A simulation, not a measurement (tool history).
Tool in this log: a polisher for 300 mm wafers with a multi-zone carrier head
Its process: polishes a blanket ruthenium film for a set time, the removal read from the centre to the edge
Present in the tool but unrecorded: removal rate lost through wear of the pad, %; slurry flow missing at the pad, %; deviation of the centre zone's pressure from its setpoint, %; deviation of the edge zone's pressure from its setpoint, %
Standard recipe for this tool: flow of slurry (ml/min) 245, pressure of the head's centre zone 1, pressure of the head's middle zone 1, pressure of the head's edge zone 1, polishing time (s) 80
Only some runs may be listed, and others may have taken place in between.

run	hour	flow of slurry (ml/min)	pressure of the head's centre zone	pressure of the head's middle zone	pressure of the head's edge zone	polishing time (s)	wafers since the last listed run	wafers polished on this pad	hours since the slurry nozzle was cleaned	hours since the centre zone pressure was calibrated	hours since the edge zone pressure was calibrated	hours since the carrier head's membrane was replaced	incoming thickness of the incoming film, nm	film removed at the wafer's centre (angstrom)	film removed at mid-radius (angstrom)	film removed at the wafer's edge (angstrom)
1	0	245	1	1	1	80	0	762	42	864.2	1093.1	770.8	612.1	1005	958	965
2	7.6	245	1	1	1	72	94	856	49.6	871.8	1100.7	778.4	618.8	892	857	883
# hour 18.1: carrier head's membrane replaced by a new one
3	20	245	0.92	1	1	80	91	948	62	884.2	1113.1	1.9	620.1	911	957	963
4	37.5	245	1.08	0.89	1.06	89	217	1165	79.5	901.7	1130.6	19.4	600.3	1187	960	1113
# hour 43.3: worn pad replaced by a new one
5	45.5	245	1	1	1	80	49	27	87.5	909.7	1138.6	27.4	605.3	1009	953	968
6	91.3	245	1	1	1	80	568	596	133.3	955.5	1184.4	73.2	607.2	983	958	969
# hour 109.9: centre zone pressure recalibrated
# hour 145.4: worn pad replaced by a new one
7	145.9	245	1.1	1	1.06	60	603	6	187.9	36	1239	127.8	613.4	822	719	747
8	158.1	210	1	1	1	87	151	158	200.1	48.2	1251.2	140	605.6	1067	1026	1027
# hour 161.1: slurry nozzle cleaned
# hour 176.9: edge zone pressure recalibrated
9	207.3	245	1	1.04	1	71	573	731	46.2	97.4	30.4	189.2	616.4	892	878	856
10	217.2	245	1	1	1	80	122	854	56.1	107.3	40.3	199.1	623.2	993	973	959
11	228.9	245	1	1	1	80	145	999	67.8	119	52	210.8	611.7	996	953	957
12	237.5	245	1	1	1	80	106	1106	76.4	127.6	60.6	219.4	615	985	954	968
# hour 255.4: worn pad replaced by a new one
13	255.9	245	1	1	1	54	178	5	94.8	146	79	237.8	615	671	641	651
14	269.7	245	1	0.88	1.11	80	171	177	108.6	159.8	92.8	251.6	606.7	981	866	1027
15	281.6	245	1	1.11	1	107	147	324	120.5	171.7	104.7	263.5	609	1306	1400	1305
16	291.2	175	1	1	1	80	119	444	130.1	181.3	114.3	273.1	614	936	918	935
17	302.5	245	1	1	1	80	140	584	141.4	192.6	125.6	284.4	608.2	1005	952	960
18	316.7	245	1.11	1	1	80	176	760	155.6	206.8	139.8	298.6	613.7	1120	960	969
19	325.4	285	1	1	1.04	80	107	868	164.3	215.5	148.5	307.3	613.6	1008	972	1000
20	333.6	170	1.06	0.94	1	57	101	970	172.5	223.7	156.7	315.5	605	699	614	662
21	343.7	210	0.96	1	1.06	55	125	1095	182.6	233.8	166.8	325.6	601.7	647	651	679

Predict each of these 5 candidate next runs independently; none follows another, all start after run 21:
A	344.1	245	1	0.92	1	80	4	1100	183	234.2	167.2	326	607.3	?	?	?
B	344.1	245	1	1.03	0.92	80	4	1100	183	234.2	167.2	326	607.3	?	?	?
C	344.1	295	1.04	1	1.11	80	4	1100	183	234.2	167.2	326	607.3	?	?	?
D	344.1	325	1	1	0.97	108	4	1100	183	234.2	167.2	326	607.3	?	?	?
E	344.1	245	0.92	1.06	1	80	4	1100	183	234.2	167.2	326	607.3	?	?	?

run	film removed at the wafer's centre (angstrom)	film removed at mid-radius (angstrom)	film removed at the wafer's edge (angstrom)
A	989	883	976
B	990	971	937
C	1053	967	1044
D	1382	1319	1328
E	912	996	974
Without the tool's hidden state the same runs would have given:
run	film removed at the wafer's centre (angstrom)	film removed at mid-radius (angstrom)	film removed at the wafer's edge (angstrom)
A	989	883	976
B	990	971	937
C	1053	967	1044
D	1382	1319	1328
E	912	996	974
